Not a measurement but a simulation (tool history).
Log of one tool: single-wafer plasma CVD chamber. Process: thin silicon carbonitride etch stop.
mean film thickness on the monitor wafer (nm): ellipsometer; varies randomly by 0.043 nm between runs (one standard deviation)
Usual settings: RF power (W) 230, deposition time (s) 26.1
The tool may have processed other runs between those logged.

run,day,RF power (W),deposition time (s),wafers since the last listed run,hours since the last thermocouple change,hours since the last RF generator calibration,hours since the showerhead was replaced,hours since the gauge calibration,"read-back reference wafer on the same gauge, thickness_nm",mean film thickness on the monitor wafer (nm)
1,0,250,27.8,0,493,1724.1,3058.6,1416.9,15.506,16.836
2,1.362,250,27.8,541,525.7,1756.8,3091.3,1449.6,15.498,16.806
3,3.992,250,27.8,1044,588.8,1819.9,3154.4,1512.7,15.499,16.786
4,5.533,230,26.1,612,625.8,1856.9,3191.4,1549.7,15.497,15.159
5,6.708,230,26.1,466,654,1885.1,3219.6,1577.9,15.503,15.228
6,9.683,230,26.1,1181,725.4,1956.5,3291,1649.3,15.502,15.162
7,10.921,260,26.1,491,755.1,1986.2,3320.7,1679,15.519,15.989
8,12.262,230,27.7,532,787.3,2018.4,3352.9,1711.2,15.49,16.069
9,15.108,230,27.7,1130,855.6,2086.7,3421.2,1779.5,15.503,16.01
10,17.442,230,27.7,926,911.6,2142.7,3477.2,1835.5,15.496,16.109
11,19.629,230,26.1,868,964.1,2195.2,3529.7,1888,15.501,15.17
12,20.962,230,26.1,529,996.1,2227.2,3561.7,1920,15.505,15.131
# day 24.142: showerhead replaced
13,27.271,230,26.1,2373,1147.5,2378.6,75.1,2071.4,15.502,15.038
14,29.708,240,23.8,968,1206,2437.1,133.6,2129.9,15.487,14.031
# day 31.708: gauge calibrated
15,32.071,230,26.1,938,1262.7,2493.8,190.3,8.7,15.508,14.956
# day 33.683: RF generator calibrated
16,34.658,200,24.3,895,1324.8,23.4,252.4,70.8,15.513,13.61
17,37.275,190,28.3,1039,1387.6,86.2,315.2,133.6,15.501,15.462
18,39.396,230,26.1,842,1438.5,137.1,366.1,184.5,15.491,15.645
19,41.817,230,26.1,961,1496.6,195.2,424.2,242.6,15.488,15.587

Expected results for the next run?
20,43.008,195,22.5,473,1525.2,223.8,452.8,271.2,?,?

{"run 20": {"read-back reference wafer on the same gauge, thickness_nm": 15.505, "mean film thickness on the monitor wafer (nm)": 12.495}}
Take away the tool's hidden state, keep the run-to-run variation as it was, and the same run would have given mean film thickness on the monitor wafer (nm) 12.536.

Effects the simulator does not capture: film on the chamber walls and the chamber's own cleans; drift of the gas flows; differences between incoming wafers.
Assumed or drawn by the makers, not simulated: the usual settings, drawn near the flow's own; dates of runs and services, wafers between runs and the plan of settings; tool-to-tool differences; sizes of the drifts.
